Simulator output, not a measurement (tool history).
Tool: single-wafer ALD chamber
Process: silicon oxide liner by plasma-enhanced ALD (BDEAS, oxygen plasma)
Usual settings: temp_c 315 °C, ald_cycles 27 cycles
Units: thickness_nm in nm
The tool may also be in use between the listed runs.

run      day  temp_c  ald_cycles  read-back reference wafer on the same gauge, thickness_nm  thickness_nm
  1        0     315          25                                                      2.307         2.194
  2   11.138     315          25                                                      2.311         2.195
  3    14.55     315          25                                                       2.31         2.192
  4   17.708     315          27                                                      2.311         2.363
  5   21.317     315          27                                                       2.31          2.36
  6   23.217     315          27                                                      2.312         2.368
  7   27.333     320          27                                                      2.311         2.351
  8   31.271     315          27                                                      2.311         2.378
  9   35.679     310          25                                                      2.306         2.209
 10   38.288     310          25                                                      2.307         2.213
 11   40.838     315          27                                                      2.307         2.374
 12   42.438     315          27                                                      2.308         2.386
 13   44.404     315          27                                                      2.313          2.38
 14   48.696     315          27                                                      2.311         2.384
 15   51.183     326          27                                                      2.314         2.331
 16   55.238     326          27                                                       2.31         2.325
 17   57.783     300          30                                                      2.312         2.751
 18   60.146     315          27                                                      2.308         2.381
      64.779  -- thermocouple changed; heater temperature recalibrated
 19     64.8     301          29                                                       2.31         2.601
 20   66.175     327          24                                                      2.311         2.058
      66.771  -- gauge calibrated
 21   72.783     326          27                                                       2.31         2.321
 22   74.833     306          27                                                      2.311         2.405
 23   76.362     319          29                                                      2.309          2.53
 24   78.329     308          22                                                      2.312         1.953
 25     80.6     315          27                                                      2.308         2.377
 26   84.175     308          25                                                      2.312         2.226
 27   88.462     315          27                                                       2.31         2.379
 28   98.796     315          24                                                      2.307         2.118
 29  102.721     301          24                                                      2.312         2.187
 30  104.458     324          29                                                      2.309         2.521
 31  106.229     300          22                                                       2.31         2.017
 32  110.417     303          22                                                       2.31          1.99
 33  111.979     315          27                                                      2.309          2.38

Measured less the same run without the tool's hidden state. The same run-to-run variation is in both; the gauge's scatter may not be:
The hidden state here: wafer temperature above the value expected at the setpoint (K); gauge reads high (%).
run  thickness_nm
  1        +0.013
  2        +0.014
  3        +0.015
  4        +0.017
  5        +0.017
  6        +0.018
  7        +0.018
  8        +0.018
  9        +0.017
 10        +0.018
 11         +0.02
 12        +0.019
 13         +0.02
 14         +0.02
 15         +0.02
 16         +0.02
 17        +0.059
 18        +0.021
 19        +0.012
 20        +0.005
 21        +0.009
 22         +0.01
 23        +0.011
 24         +0.01
 25        +0.012
 26        +0.012
 27        +0.015
 28        +0.017
 29        +0.045
 30        +0.021
 31        +0.043
 32        +0.038
 33        +0.022
